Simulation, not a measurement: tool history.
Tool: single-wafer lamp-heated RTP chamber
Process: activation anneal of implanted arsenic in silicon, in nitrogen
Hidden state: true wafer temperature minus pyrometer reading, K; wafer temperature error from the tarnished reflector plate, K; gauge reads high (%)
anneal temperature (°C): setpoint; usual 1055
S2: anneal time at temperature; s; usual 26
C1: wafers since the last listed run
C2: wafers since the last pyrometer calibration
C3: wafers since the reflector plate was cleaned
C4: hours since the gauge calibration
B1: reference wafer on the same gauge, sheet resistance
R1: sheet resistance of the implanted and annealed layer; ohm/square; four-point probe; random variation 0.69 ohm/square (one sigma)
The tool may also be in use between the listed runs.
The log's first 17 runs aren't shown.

Run 18, hour 1001.6: usual settings; C1 669; C2 3696; C3 6740; C4 737.6; B1 177.77. Result: R1 196.36 ohm/square.
Run 19, hour 1056.3: usual settings but S2 31 s; C1 1119; C2 4815; C3 7859; C4 792.3; B1 177.89. Result: R1 193.19 ohm/square.
Run 20, hour 1095.3: usual settings; C1 798; C2 5614; C3 8658; C4 831.3; B1 177.75. Result: R1 196.26 ohm/square.
Run 21, hour 1120: usual settings but S2 14 s; C1 505; C2 6119; C3 9163; C4 856; B1 177.95. Result: R1 203.53 ohm/square.
Run 22, hour 1151.2: usual settings but anneal temperature (°C) 1081, S2 34 s; C1 638; C2 6758; C3 9802; C4 887.2; B1 178.12. Result: R1 185.03 ohm/square.
Run 23, hour 1195.5: usual settings but anneal temperature (°C) 1081, S2 31 s; C1 906; C2 7665; C3 10709; C4 931.5; B1 178.14. Result: R1 186.23 ohm/square.
Run 24, hour 1266.5: usual settings but anneal temperature (°C) 1077; C1 1453; C2 9118; C3 12162; C4 1002.5; B1 177.8. Result: R1 190.63 ohm/square.
At hour 1296.5: reflector plate cleaned.
Run 25, hour 1327.7: usual settings but anneal temperature (°C) 1028, S2 33 s; C1 1089; C2 10207; C3 638; C4 1063.7; B1 178.01. Result: R1 202.77 ohm/square.
Run 26, hour 1373.1: usual settings but anneal temperature (°C) 1033, S2 36 s; C1 929; C2 11137; C3 1567; C4 1109.1; B1 178.02. Result: R1 199.2 ohm/square.
At hour 1403.4: pyrometer window cleaned and pyrometer calibrated.
Run 27, hour 1436.9: usual settings but S2 11 s; C1 1142; C2 686; C3 2709; C4 1172.9; B1 177.75. Result: R1 206.64 ohm/square.
Run 28, hour 1491.3: usual settings but anneal temperature (°C) 1085, S2 38 s; C1 1113; C2 1799; C3 3823; C4 1227.3; B1 178.05. Result: R1 183.24 ohm/square.
Run 29, hour 1562.4: usual settings but S2 35 s; C1 1455; C2 3255; C3 5279; C4 1298.4; B1 178.23. Result: R1 192.19 ohm/square.
Run 30, hour 1619: usual settings but anneal temperature (°C) 1069, S2 12 s; C1 1158; C2 4413; C3 6437; C4 1355; B1 177.97. Result: R1 201.01 ohm/square.
Run 31, hour 1670: usual settings but anneal temperature (°C) 1063; C1 1044; C2 5457; C3 7481; C4 1406; B1 178.04. Result: R1 194 ohm/square.
Run 32, hour 1713.3: usual settings but S2 15 s; C1 886; C2 6344; C3 8368; C4 1449.3; B1 177.86. Result: R1 203.8 ohm/square.
Run 33, hour 1748.7: usual settings but anneal temperature (°C) 1073, S2 31 s; C1 724; C2 7068; C3 9092; C4 1484.7; B1 178.03. Result: R1 188.97 ohm/square.
Run 34, hour 1794.7: usual settings but anneal temperature (°C) 1065, S2 22 s; C1 941; C2 8010; C3 10034; C4 1530.7; B1 178.01. Result: R1 195.36 ohm/square.
Run 35, hour 1850.7: usual settings but anneal temperature (°C) 1045, S2 39 s; C1 1146; C2 9156; C3 11180; C4 1586.7; B1 177.99. Result: R1 193.65 ohm/square.

Forecast each of these 5 alternatives for the next run:
Run A, hour 1851.1: usual settings; C1 8; C2 9165; C3 11188; C4 1587.1; B1 ?. Result: R1 ?.
Run B, hour 1851.1: usual settings but anneal temperature (°C) 1075, S2 19 s; C1 8; C2 9165; C3 11188; C4 1587.1; B1 ?. Result: R1 ?.
Run C, hour 1851.1: usual settings but anneal temperature (°C) 1085, S2 32 s; C1 8; C2 9165; C3 11188; C4 1587.1; B1 ?. Result: R1 ?.
Run D, hour 1851.1: usual settings but anneal temperature (°C) 1077, S2 31 s; C1 8; C2 9165; C3 11188; C4 1587.1; B1 ?. Result: R1 ?.
Run E, hour 1851.1: usual settings but S2 22 s; C1 8; C2 9165; C3 11188; C4 1587.1; B1 ?. Result: R1 ?.

run      B1      R1
  A  178.04  195.03
  B  178.04  193.39
  C  178.04  183.98
  D  178.04  186.57
  E  178.04  197.17
Without the tool's hidden state the same runs would have given:
run      R1
  A  196.09
  B  194.44
  C  184.99
  D   187.6
  E  198.22
